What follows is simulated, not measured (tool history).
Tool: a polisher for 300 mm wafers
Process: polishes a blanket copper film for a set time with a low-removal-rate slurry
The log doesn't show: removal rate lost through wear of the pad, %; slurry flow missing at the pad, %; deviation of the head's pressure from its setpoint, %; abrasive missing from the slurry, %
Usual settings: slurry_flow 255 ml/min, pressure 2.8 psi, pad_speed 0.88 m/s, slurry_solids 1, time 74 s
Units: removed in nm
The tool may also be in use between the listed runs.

| run | day | slurry_flow | pressure | pad_speed | slurry_solids | time | wafers since the last listed run | wafers polished on this pad | hours since the slurry nozzle was cleaned | hours since the head pressure was calibrated | hours since the slurry blender was calibrated | incoming thickness of the incoming film, nm | removed |
|---|---|---|---|---|---|---|---|---|---|---|---|---|---|
| 1 | 0 | 255 | 2.8 | 0.88 | 1 | 74 | 0 | 99 | 350.4 | 910.3 | 183.2 | 1233.2 | 198.8 |
| 2 | 0.404 | 255 | 2.8 | 0.88 | 1 | 74 | 78 | 177 | 360.1 | 920 | 192.9 | 1241.9 | 201.7 |
| 3 | 0.854 | 255 | 2.8 | 0.88 | 1 | 74 | 87 | 265 | 370.9 | 930.8 | 203.7 | 1244.5 | 199.9 |
| 4 | 1.158 | 255 | 2.8 | 0.88 | 1 | 74 | 59 | 324 | 378.2 | 938.1 | 211 | 1224.1 | 197.8 |
|  | 1.454 | slurry blender recalibrated |
| 5 | 1.529 | 255 | 2.8 | 0.88 | 1 | 74 | 56 | 381 | 387.1 | 947 | 1.8 | 1215.2 | 197.9 |
| 6 | 1.958 | 255 | 2.8 | 0.88 | 1 | 74 | 83 | 464 | 397.4 | 957.3 | 12.1 | 1217.1 | 195.3 |
| 7 | 2.646 | 255 | 2.8 | 0.88 | 1 | 74 | 134 | 598 | 413.9 | 973.8 | 28.6 | 1225.3 | 193.1 |
| 8 | 3.196 | 255 | 2.8 | 0.88 | 1 | 74 | 107 | 706 | 427.1 | 987 | 41.8 | 1231.2 | 186.1 |
| 9 | 3.521 | 255 | 2.8 | 0.88 | 1 | 74 | 63 | 769 | 434.9 | 994.8 | 49.6 | 1212.1 | 188.9 |
| 10 | 3.975 | 255 | 2.8 | 0.88 | 1 | 74 | 88 | 858 | 445.8 | 1005.7 | 60.5 | 1231.6 | 186 |
| 11 | 4.508 | 255 | 2.8 | 0.88 | 1 | 74 | 104 | 962 | 458.6 | 1018.5 | 73.3 | 1222.9 | 184 |
|  | 4.921 | worn pad replaced by a new one |
| 12 | 5.183 | 255 | 2 | 0.88 | 1 | 74 | 99 | 51 | 474.8 | 1034.7 | 89.5 | 1252.8 | 140.3 |
|  | 5.625 | head pressure recalibrated |
| 13 | 5.775 | 255 | 2.8 | 0.62 | 1 | 74 | 99 | 150 | 489 | 3.6 | 103.7 | 1232.4 | 161.4 |
| 14 | 6.075 | 255 | 2.8 | 0.88 | 1.15 | 74 | 58 | 208 | 496.2 | 10.8 | 110.9 | 1248.5 | 200.4 |
| 15 | 6.654 | 255 | 2.8 | 0.88 | 1 | 74 | 112 | 321 | 510.1 | 24.7 | 124.8 | 1209.9 | 194.9 |
| 16 | 7.158 | 255 | 2.8 | 0.88 | 1 | 55 | 98 | 420 | 522.2 | 36.8 | 136.9 | 1241.8 | 146.1 |
| 17 | 7.767 | 255 | 2.2 | 0.88 | 1.3 | 100 | 118 | 538 | 536.8 | 51.4 | 151.5 | 1222.7 | 218.5 |
|  | 8.229 | slurry nozzle cleaned |
| 18 | 8.425 | 255 | 2.4 | 1.14 | 1 | 74 | 120 | 659 | 4.7 | 67.2 | 167.3 | 1229.4 | 194.3 |
| 19 | 9.071 | 255 | 3.1 | 0.88 | 1.3 | 65 | 125 | 785 | 20.2 | 82.7 | 182.8 | 1223.4 | 195 |
|  | 9.608 | worn pad replaced by a new one |
| 20 | 9.738 | 190 | 3.7 | 0.88 | 1 | 74 | 97 | 25 | 36.2 | 98.7 | 198.8 | 1208.7 | 249.9 |
| 21 | 10.046 | 255 | 2.8 | 1.06 | 0.85 | 97 | 60 | 85 | 43.6 | 106.1 | 206.2 | 1223.3 | 283 |
| 22 | 10.554 | 255 | 2.8 | 0.88 | 1 | 74 | 99 | 184 | 55.8 | 118.3 | 218.4 | 1243.5 | 193.4 |
| 23 | 11.25 | 255 | 3.2 | 0.88 | 1 | 74 | 135 | 320 | 72.5 | 135 | 235.1 | 1230.7 | 222 |
| 24 | 11.712 | 255 | 2.8 | 0.88 | 1 | 74 | 90 | 410 | 83.6 | 146.1 | 246.2 | 1229.4 | 193.8 |
| 25 | 12.333 | 255 | 2 | 0.88 | 1.1 | 61 | 121 | 531 | 98.5 | 161 | 261.1 | 1236.3 | 118.4 |
|  | 12.625 | slurry blender recalibrated |
| 26 | 13.079 | 255 | 2.4 | 0.88 | 0.7 | 57 | 129 | 660 | 116.4 | 178.9 | 10.9 | 1223.8 | 115.5 |
| 27 | 13.596 | 255 | 3.5 | 1 | 1 | 51 | 100 | 761 | 128.8 | 191.3 | 23.3 | 1238 | 177 |
|  | 13.946 | worn pad replaced by a new one |
| 28 | 14.083 | 255 | 2.8 | 0.88 | 1 | 74 | 62 | 27 | 140.5 | 203 | 35 | 1221.7 | 199.2 |
| 29 | 14.4 | 330 | 2.2 | 0.88 | 1 | 74 | 61 | 88 | 148.1 | 210.6 | 42.6 | 1221.9 | 157.5 |
| 30 | 14.775 | 255 | 3.3 | 1.08 | 1 | 74 | 73 | 162 | 157.1 | 219.6 | 51.6 | 1248.7 | 257.2 |

Hidden state or all else? Some run-to-run changes of removed, split into what the settings, what came in and random variation would give without the hidden state, and what is left for the hidden state (with any gauge scatter that isn't in both results):
Run 11 -> 12: pressure 2.8 -> 2, worn pad replaced by a new one. removed -43.7 nm: hidden state +14.9, all else -58.6.
Run 19 -> 20: slurry_flow 255 -> 190, pressure 3.1 -> 3.7, slurry_solids 1.3 -> 1, time 65 -> 74, worn pad replaced by a new one. removed +54.9 nm: hidden state +9.9, all else +45.
Run 21 -> 22: pad_speed 1.06 -> 0.88, slurry_solids 0.85 -> 1, time 97 -> 74. removed -89.6 nm: hidden state +0.2, all else -89.8.
Run 24 -> 25: pressure 2.8 -> 2, slurry_solids 1 -> 1.1, time 74 -> 61. removed -75.4 nm: hidden state +0.4, all else -75.8.
Run 27 -> 28: pressure 3.5 -> 2.8, pad_speed 1 -> 0.88, time 51 -> 74, worn pad replaced by a new one. removed +22.2 nm: hidden state +8, all else +14.2.
Run 29 -> 30: slurry_flow 330 -> 255, pressure 2.2 -> 3.3, pad_speed 0.88 -> 1.08. removed +99.7 nm: hidden state -1.7, all else +101.4.
